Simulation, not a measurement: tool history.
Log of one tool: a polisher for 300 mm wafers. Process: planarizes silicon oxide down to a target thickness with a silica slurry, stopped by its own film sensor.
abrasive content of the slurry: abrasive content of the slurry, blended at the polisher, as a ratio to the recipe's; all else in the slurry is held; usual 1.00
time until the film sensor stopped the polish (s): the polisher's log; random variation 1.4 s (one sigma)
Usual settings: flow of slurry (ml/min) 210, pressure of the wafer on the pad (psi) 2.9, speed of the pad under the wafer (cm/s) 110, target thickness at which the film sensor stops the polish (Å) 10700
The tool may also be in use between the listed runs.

| run | hour | flow of slurry (ml/min) | pressure of the wafer on the pad (psi) | speed of the pad under the wafer (cm/s) | abrasive content of the slurry | target thickness at which the film sensor stops the polish (Å) | wafers since the last listed run | wafers polished on this pad | hours since the slurry nozzle was cleaned | hours since the head pressure was calibrated | hours since the slurry blender was calibrated | hours since the conditioning disc was replaced | incoming thickness of the incoming film, nm | time until the film sensor stopped the polish (s) |
|---|---|---|---|---|---|---|---|---|---|---|---|---|---|---|
| 1 | 0.0 | 210 | 2.9 | 110 | 1.00 | 10700 | 0 | 909 | 77.9 | 99.6 | 431.6 | 651.9 | 1277.2 | 84.7 |
| 2 | 82.8 | 240 | 3.6 | 142 | 1.00 | 10700 | 969 | 1878 | 160.7 | 182.4 | 514.4 | 734.7 | 1282.4 | 54.8 |
|  | 88.7 | conditioning disc replaced and pad reconditioned |
| 3 | 147.5 | 210 | 2.9 | 110 | 1.00 | 10700 | 733 | 2612 | 225.4 | 247.1 | 579.1 | 58.8 | 1279.9 | 83.7 |
| 4 | 230.6 | 185 | 3.5 | 98 | 1.00 | 10430 | 972 | 3585 | 308.5 | 330.2 | 662.2 | 141.9 | 1267.6 | 90.0 |
| 5 | 281.8 | 165 | 3.7 | 76 | 1.00 | 11340 | 599 | 4184 | 359.7 | 381.4 | 713.4 | 193.1 | 1281.7 | 70.8 |
|  | 301.6 | slurry blender recalibrated |
| 6 | 321.4 | 175 | 3.2 | 110 | 0.90 | 11070 | 440 | 4624 | 399.3 | 421.0 | 19.8 | 232.7 | 1265.0 | 59.0 |
| 7 | 426.7 | 210 | 2.9 | 110 | 1.00 | 10700 | 1232 | 5857 | 504.6 | 526.3 | 125.1 | 338.0 | 1287.5 | 81.9 |
| 8 | 508.1 | 235 | 2.9 | 110 | 1.00 | 10700 | 952 | 6809 | 586.0 | 607.7 | 206.5 | 419.4 | 1294.5 | 85.0 |
| 9 | 572.1 | 210 | 2.9 | 110 | 1.00 | 10700 | 749 | 7558 | 650.0 | 671.7 | 270.5 | 483.4 | 1285.2 | 83.9 |
| 10 | 659.2 | 165 | 2.9 | 148 | 0.85 | 11010 | 1019 | 8578 | 737.1 | 758.8 | 357.6 | 570.5 | 1289.9 | 66.0 |
|  | 693.8 | worn pad replaced by a new one |
| 11 | 753.2 | 245 | 2.9 | 110 | 0.75 | 10700 | 1053 | 695 | 831.1 | 852.8 | 451.6 | 664.5 | 1275.0 | 93.3 |
|  | 775.8 | slurry nozzle cleaned |
|  | 779.7 | conditioning disc replaced and pad reconditioned |
|  | 804.1 | head pressure recalibrated |
| 12 | 808.3 | 145 | 2.9 | 110 | 0.85 | 10700 | 586 | 1282 | 32.5 | 4.2 | 506.7 | 28.6 | 1271.3 | 92.2 |
| 13 | 888.7 | 210 | 2.9 | 80 | 1.00 | 10700 | 941 | 2223 | 112.9 | 84.6 | 587.1 | 109.0 | 1294.1 | 123.6 |
|  | 1095.9 | slurry blender recalibrated |
| 14 | 1179.6 | 210 | 2.6 | 92 | 0.85 | 10100 | 3381 | 5604 | 403.8 | 375.5 | 83.7 | 399.9 | 1264.5 | 129.5 |
| 15 | 1239.8 | 210 | 2.9 | 110 | 1.25 | 10340 | 704 | 6309 | 464.0 | 435.7 | 143.9 | 460.1 | 1269.4 | 83.3 |
| 16 | 1279.0 | 210 | 2.0 | 110 | 1.10 | 10700 | 458 | 6768 | 503.2 | 474.9 | 183.1 | 499.3 | 1296.3 | 121.4 |
|  | 1397.6 | worn pad replaced by a new one |
| 17 | 1414.8 | 210 | 2.9 | 110 | 1.00 | 10700 | 1542 | 201 | 639.0 | 610.7 | 318.9 | 635.1 | 1301.2 | 90.4 |
| 18 | 1461.5 | 210 | 2.9 | 110 | 1.00 | 10700 | 546 | 747 | 685.7 | 657.4 | 365.6 | 681.8 | 1293.3 | 85.4 |
|  | 1483.6 | conditioning disc replaced and pad reconditioned |
| 19 | 1534.1 | 210 | 2.9 | 110 | 1.00 | 10700 | 826 | 1574 | 758.3 | 730.0 | 438.2 | 50.5 | 1270.4 | 79.8 |
|  | 1550.6 | slurry nozzle cleaned |
|  | 1554.0 | head pressure recalibrated |
| 20 | 1641.4 | 235 | 3.9 | 98 | 1.00 | 10220 | 1220 | 2795 | 90.8 | 87.4 | 545.5 | 157.8 | 1269.4 | 78.8 |
| 21 | 1688.6 | 275 | 2.9 | 110 | 1.00 | 10290 | 552 | 3347 | 138.0 | 134.6 | 592.7 | 205.0 | 1277.9 | 96.9 |
|  | 1840.6 | slurry blender recalibrated |
| 22 | 1999.8 | 280 | 2.9 | 110 | 0.75 | 11310 | 3619 | 6966 | 449.2 | 445.8 | 159.2 | 516.2 | 1271.6 | 59.4 |
| 23 | 2100.9 | 135 | 2.9 | 110 | 1.00 | 10700 | 1183 | 8150 | 550.3 | 546.9 | 260.3 | 617.3 | 1281.7 | 86.8 |
|  | 2130.5 | worn pad replaced by a new one |
| 24 | 2195.9 | 255 | 2.9 | 110 | 1.00 | 10700 | 1065 | 765 | 645.3 | 641.9 | 355.3 | 712.3 | 1255.5 | 70.9 |

5 ways to go on from here, each from the tool as it stands after run 24. What would each give?
| A | 2196.3 | 210 | 2.2 | 110 | 1.00 | 10700 | 4 | 770 | 645.7 | 642.3 | 355.7 | 712.7 | 1272.6 | ? |
| B | 2196.3 | 210 | 2.9 | 110 | 1.00 | 10310 | 4 | 770 | 645.7 | 642.3 | 355.7 | 712.7 | 1272.6 | ? |
| C | 2196.3 | 210 | 2.5 | 110 | 0.80 | 10700 | 4 | 770 | 645.7 | 642.3 | 355.7 | 712.7 | 1272.6 | ? |
| D | 2196.3 | 210 | 2.9 | 122 | 1.00 | 10700 | 4 | 770 | 645.7 | 642.3 | 355.7 | 712.7 | 1272.6 | ? |
| E | 2196.3 | 210 | 2.3 | 92 | 1.00 | 10700 | 4 | 770 | 645.7 | 642.3 | 355.7 | 712.7 | 1272.6 | ? |

| run | time until the film sensor stopped the polish (s) |
|---|---|
| A | 104.6 |
| B | 94.6 |
| C | 101.0 |
| D | 73.0 |
| E | 115.4 |
Without the tool's hidden state the same runs would have given:
| run | time until the film sensor stopped the polish (s) |
|---|---|
| A | 100.5 |
| B | 91.0 |
| C | 96.7 |
| D | 70.2 |
| E | 111.0 |
